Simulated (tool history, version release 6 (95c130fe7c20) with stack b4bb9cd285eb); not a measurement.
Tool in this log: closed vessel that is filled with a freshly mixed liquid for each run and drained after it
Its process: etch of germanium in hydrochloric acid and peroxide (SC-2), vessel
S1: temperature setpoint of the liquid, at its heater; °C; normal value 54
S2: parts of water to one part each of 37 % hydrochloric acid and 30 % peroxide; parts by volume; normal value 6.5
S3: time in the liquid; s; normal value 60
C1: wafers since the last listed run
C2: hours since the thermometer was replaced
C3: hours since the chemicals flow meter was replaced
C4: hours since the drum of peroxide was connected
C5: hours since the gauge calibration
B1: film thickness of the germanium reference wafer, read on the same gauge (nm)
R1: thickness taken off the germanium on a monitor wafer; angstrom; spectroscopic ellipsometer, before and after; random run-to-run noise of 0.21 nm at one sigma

run	hour	S1	S2	S3	C1	C2	C3	C4	C5	B1	R1
1	0	50	6.5	60	0	1339.5	1600.4	650.5	269.9	30.01	892.1
2	21.5	54	7.5	60	2566	1361	1621.9	672	291.4	29.98	1005.6
3	46.2	54	6.5	60	2948	1385.7	1646.6	696.7	316.1	30	1009.7
4	58.3	54	6.5	60	1444	1397.8	1658.7	708.8	328.2	29.98	1008.3
5	73.9	54	6.5	60	1862	1413.4	1674.3	724.4	343.8	30	1009.4
6	96	54	9	60	2638	1435.5	1696.4	746.5	365.9	29.98	982.6
7	125.1	54	5.5	60	3474	1464.6	1725.5	775.6	395	30	1015.4
8	141.7	54	5.5	60	1981	1481.2	1742.1	792.2	411.6	30	1013.2
# hour 158.7: chemicals flow meter replaced
9	172.7	54	5.5	60	3581	1512.2	14	823.2	442.6	29.98	1014.9
10	200.9	54	6.5	60	3366	1540.4	42.2	851.4	470.8	29.99	1006.9
11	225.4	54	6.5	60	2925	1564.9	66.7	875.9	495.3	29.97	1008.4
# hour 230.4: thermometer replaced
12	253.2	57	5.5	45	3199	22.8	94.5	903.7	523.1	30.02	859.2
13	275.4	54	6.5	60	2650	45	116.7	925.9	545.3	30.02	1042.2
14	293.1	44.5	7.5	60	2113	62.7	134.4	943.6	563	30	758.7
# hour 306.5: gauge calibrated
15	329	64	6.5	60	4286	98.6	170.3	979.5	22.5	30	1393
16	358.6	54	4	30	3533	128.2	199.9	1009.1	52.1	30	527.1
17	376.1	57	6.5	60	2089	145.7	217.4	1026.6	69.6	29.97	1137.9
18	396.6	63.5	6.5	40	2447	166.2	237.9	1047.1	90.1	30.01	920.1
19	428.2	54	6.5	35	3772	197.8	269.5	1078.7	121.7	29.97	600.2
20	456.3	54	6.5	60	3354	225.9	297.6	1106.8	149.8	29.99	1033
21	480.1	47.5	5.5	50	2841	249.7	321.4	1130.6	173.6	29.98	706.8
22	494.1	47.5	8.5	40	1671	263.7	335.4	1144.6	187.6	30	549.2
# hour 507.8: new drum of peroxide connected
23	516.5	59.5	6.5	60	2554	286.1	357.8	8.7	210	30.01	1228.4
24	533.7	54	6.5	80	2053	303.3	375	25.9	227.2	30	1380.3
25	563	49	5.5	70	3498	332.6	404.3	55.2	256.5	30.01	1041
26	578.2	58.5	5	60	1814	347.8	419.5	70.4	271.7	29.96	1197.8
27	642.8	54	8.5	60	7712	412.4	484.1	135	336.3	30	1015.8
28	748.4	46.5	8.5	40	12607	518	589.7	240.6	441.9	30.01	533.1
# hour 775.5: gauge calibrated
29	782.9	59	9	35	4118	552.5	624.2	275.1	7.4	30.01	683.3
30	806.3	57	6.5	60	2793	575.9	647.6	298.5	30.8	30.02	1129.4
31	876.3	48	6.5	60	8357	645.9	717.6	368.5	100.8	30.02	848.3

Forecast each of these 3 alternatives for the next run:
A	877	54	6.5	60	83	646.6	718.3	369.2	101.5	?	?
B	877	62.5	6.5	60	83	646.6	718.3	369.2	101.5	?	?
C	877	47	6.5	60	83	646.6	718.3	369.2	101.5	?	?

run	B1	R1
A	29.99	1029.6
B	29.99	1332.4
C	29.99	823.4
Without the tool's hidden state the same runs would have given:
run	R1
A	1049.5
B	1357.3
C	839.7
